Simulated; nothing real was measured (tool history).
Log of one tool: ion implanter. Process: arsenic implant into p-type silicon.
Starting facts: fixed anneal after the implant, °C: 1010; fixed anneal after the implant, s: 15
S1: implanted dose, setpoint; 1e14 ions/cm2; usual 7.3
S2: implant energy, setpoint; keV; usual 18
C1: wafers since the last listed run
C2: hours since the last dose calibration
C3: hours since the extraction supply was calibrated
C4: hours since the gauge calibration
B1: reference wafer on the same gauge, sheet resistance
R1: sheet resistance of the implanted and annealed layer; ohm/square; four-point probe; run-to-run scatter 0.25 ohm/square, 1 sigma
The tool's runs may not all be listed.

| run | day | S1 | S2 | C1 | C2 | C3 | C4 | B1 | R1 |
|---|---|---|---|---|---|---|---|---|---|
| 1 | 0 | 7.3 | 21 | 0 | 1341.8 | 4843.1 | 93.5 | 150.89 | 167.49 |
| 2 | 0.496 | 7.3 | 21 | 263 | 1353.7 | 4855 | 105.4 | 150.99 | 167.45 |
| 3 | 0.867 | 7.3 | 18 | 197 | 1362.6 | 4863.9 | 114.3 | 150.91 | 172.91 |
| 4 | 1.504 | 7.3 | 18 | 338 | 1377.9 | 4879.2 | 129.6 | 151.04 | 172.35 |
|  | 3.038 | Faraday cup replaced and dose calibrated |
| 5 | 3.329 | 7.3 | 18 | 792 | 7 | 4923 | 173.4 | 150.93 | 166.17 |
| 6 | 3.712 | 7.3 | 20.5 | 203 | 16.2 | 4932.2 | 182.6 | 150.96 | 161.95 |
|  | 4.225 | extraction supply calibrated |
| 7 | 4.246 | 7.3 | 20.5 | 106 | 29 | 0.5 | 195.4 | 150.95 | 162.47 |
| 8 | 4.729 | 7.3 | 18 | 256 | 40.6 | 12.1 | 207 | 150.93 | 165.64 |
| 9 | 5.283 | 5.7 | 21 | 294 | 53.9 | 25.4 | 220.3 | 151.02 | 190.9 |
| 10 | 7.096 | 7.3 | 18 | 963 | 97.4 | 68.9 | 263.8 | 150.96 | 166.59 |
|  | 7.233 | gauge calibrated |
| 11 | 7.504 | 7.3 | 18 | 217 | 107.2 | 78.7 | 6.5 | 151 | 166.11 |
| 12 | 8.183 | 5.14 | 18 | 360 | 123.5 | 95 | 22.8 | 150.94 | 210.45 |
| 13 | 8.492 | 5.54 | 18 | 163 | 130.9 | 102.4 | 30.2 | 151.04 | 199.08 |
| 14 | 9.125 | 5.82 | 20.5 | 336 | 146.1 | 117.6 | 45.4 | 150.98 | 189.24 |
| 15 | 9.538 | 5.39 | 21 | 219 | 156 | 127.5 | 55.3 | 150.94 | 198.5 |

Below are 3 alternative next runs, each starting from the tool's condition after run 15. Predict each:
| A | 9.554 | 7.3 | 18 | 8 | 156.4 | 127.9 | 55.7 | ? | ? |
| B | 9.554 | 7.3 | 23.5 | 8 | 156.4 | 127.9 | 55.7 | ? | ? |
| C | 9.554 | 8.36 | 14 | 8 | 156.4 | 127.9 | 55.7 | ? | ? |

| run | B1 | R1 |
|---|---|---|
| A | 151.05 | 166.08 |
| B | 151.05 | 157.66 |
| C | 151.05 | 160.76 |
What these runs would have given with no unlogged condition in the tool:
| run | R1 |
|---|---|
| A | 166.56 |
| B | 158.15 |
| C | 161.15 |

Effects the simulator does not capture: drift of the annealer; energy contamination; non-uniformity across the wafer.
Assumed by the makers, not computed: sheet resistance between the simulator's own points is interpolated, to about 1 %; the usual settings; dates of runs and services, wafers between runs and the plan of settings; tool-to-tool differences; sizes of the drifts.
